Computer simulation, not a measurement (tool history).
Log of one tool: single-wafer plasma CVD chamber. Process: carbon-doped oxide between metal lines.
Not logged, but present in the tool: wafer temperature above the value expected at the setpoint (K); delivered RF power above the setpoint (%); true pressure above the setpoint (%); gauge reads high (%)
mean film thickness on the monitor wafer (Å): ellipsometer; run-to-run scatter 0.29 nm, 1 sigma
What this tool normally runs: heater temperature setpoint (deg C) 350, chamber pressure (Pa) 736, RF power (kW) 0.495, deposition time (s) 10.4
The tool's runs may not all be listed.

run    hour  heater temperature setpoint (deg C)  chamber pressure (Pa)  RF power (kW)  deposition time (s)  wafers since the last listed run  hours since the last thermocouple change  hours since the last RF generator calibration  hours since the last manometer calibration  hours since the showerhead was replaced  hours since the gauge calibration  read-back reference wafer on the same gauge, thickness_nm  mean film thickness on the monitor wafer (Å)
  1     0.0                                  350                    736          0.495                 10.4                                 0                                    1053.3                                          488.3                                       149.1                                   5905.7                               22.7                                                     50.244                                        558.73
  2    47.6                                  350                    736          0.495                 10.4                               993                                    1100.9                                          535.9                                       196.7                                   5953.3                               70.3                                                     50.265                                        553.64
  3   114.2                                  350                    736          0.495                 10.4                              1389                                    1167.5                                          602.5                                       263.3                                   6019.9                              136.9                                                     50.234                                        556.01
      137.8  -- thermocouple changed; heater temperature recalibrated
  4   176.1                                  350                    736          0.495                 10.4                              1124                                      38.3                                          664.4                                       325.2                                   6081.8                              198.8                                                     50.315                                        551.57
  5   275.0                                  350                    736          0.495                 10.4                              2064                                     137.2                                          763.3                                       424.1                                   6180.7                              297.7                                                     50.275                                        553.19
      339.5  -- RF generator calibrated
  6   372.2                                  350                    736          0.495                 10.4                              1861                                     234.4                                           32.7                                       521.3                                   6277.9                              394.9                                                     50.308                                        571.77
  7   463.8                                  350                    736          0.495                 10.4                              1911                                     326.0                                          124.3                                       612.9                                   6369.5                              486.5                                                     50.328                                        569.39
  8   517.9                                  350                    736          0.495                 10.4                              1129                                     380.1                                          178.4                                       667.0                                   6423.6                              540.6                                                     50.310                                        567.22
  9   592.5                                  350                    736          0.495                 10.4                              1556                                     454.7                                          253.0                                       741.6                                   6498.2                              615.2                                                     50.337                                        558.51
 10   670.7                                  350                    736          0.455                 10.4                              1632                                     532.9                                          331.2                                       819.8                                   6576.4                              693.4                                                     50.258                                        524.67
 11   778.6                                  362                    736          0.495                 10.4                              2251                                     640.8                                          439.1                                       927.7                                   6684.3                              801.3                                                     50.278                                        532.27
      837.9  -- showerhead replaced
 12   838.4                                  350                    736          0.495                 10.4                              1081                                     700.6                                          498.9                                       987.5                                      0.5                              861.1                                                     50.322                                        556.99
 13   888.2                                  350                    736          0.495                 11.6                              1039                                     750.4                                          548.7                                      1037.3                                     50.3                              910.9                                                     50.289                                        618.82
 14   940.1                                  361                    736          0.575                 10.4                              1083                                     802.3                                          600.6                                      1089.2                                    102.2                              962.8                                                     50.344                                        595.50
 15  1012.2                                  350                    604          0.575                 11.9                              1504                                     874.4                                          672.7                                      1161.3                                    174.3                             1034.9                                                     50.285                                        681.15
 16  1064.1                                  350                    736          0.495                 10.4                              1083                                     926.3                                          724.6                                      1213.2                                    226.2                             1086.8                                                     50.321                                        556.26
 17  1122.4                                  350                    736          0.495                 10.4                              1216                                     984.6                                          782.9                                      1271.5                                    284.5                             1145.1                                                     50.310                                        552.70
 18  1218.8                                  350                    736          0.495                 10.4                              2011                                    1081.0                                          879.3                                      1367.9                                    380.9                             1241.5                                                     50.250                                        556.23
 19  1266.1                                  340                    556          0.535                 10.4                               987                                    1128.3                                          926.6                                      1415.2                                    428.2                             1288.8                                                     50.299                                        584.76
     1274.3  -- RF generator calibrated
 20  1357.9                                  350                    736          0.550                 10.4                              1748                                    1220.1                                           83.6                                      1507.0                                    520.0                             1380.6                                                     50.306                                        611.64
     1470.5  -- thermocouple changed; heater temperature recalibrated
 21  1475.0                                  361                    603          0.495                 10.4                              2276                                       4.5                                          200.7                                      1624.1                                    637.1                             1497.7                                                     50.305                                        527.38
 22  1521.5                                  350                    736          0.555                 10.4                               970                                      51.0                                          247.2                                      1670.6                                    683.6                             1544.2                                                     50.257                                        609.09
 23  1594.3                                  350                    736          0.535                 10.4                              1519                                     123.8                                          320.0                                      1743.4                                    756.4                             1617.0                                                     50.279                                        588.36
     1680.9  -- gauge calibrated
 24  1699.4                                  354                    885          0.495                 10.4                              2193                                     228.9                                          425.1                                      1848.5                                    861.5                               18.5                                                     50.306                                        556.44
 25  1792.8                                  350                    907          0.495                 11.3                              1949                                     322.3                                          518.5                                      1941.9                                    954.9                              111.9                                                     50.285                                        610.48
 26  1880.0                                  346                    736          0.495                 12.3                              1819                                     409.5                                          605.7                                      2029.1                                   1042.1                              199.1                                                     50.269                                        663.22
 27  1973.8                                  342                    844          0.545                 11.6                              1957                                     503.3                                          699.5                                      2122.9                                   1135.9                              292.9                                                     50.329                                        680.33
 28  2043.5                                  350                    604          0.575                 11.9                              1454                                     573.0                                          769.2                                      2192.6                                   1205.6                              362.6                                                     50.227                                        683.77
     2144.3  -- capacitance manometer re-zeroed and calibrated
     2173.4  -- RF generator calibrated
 29  2226.5                                  362                    799          0.495                 12.1                              3485                                     756.0                                           53.1                                        82.2                                   1388.6                              545.6                                                     50.331                                        648.59

Had the tool no unlogged condition, and each run kept its random variation, what would the results have been?
run  mean film thickness on the monitor wafer (Å)
  1                                        582.19
  2                                        577.68
  3                                        581.08
  4                                        577.12
  5                                        579.66
  6                                        575.92
  7                                        579.83
  8                                        580.58
  9                                        574.95
 10                                        545.52
 11                                        553.12
 12                                        579.97
 13                                        645.24
 14                                        620.57
 15                                        710.78
 16                                        581.97
 17                                        578.69
 18                                        582.94
 19                                        612.51
 20                                        622.72
 21                                        543.43
 22                                        629.21
 23                                        610.69
 24                                        580.79
 25                                        639.18
 26                                        695.89
 27                                        714.40
 28                                        718.00
 29                                        653.49
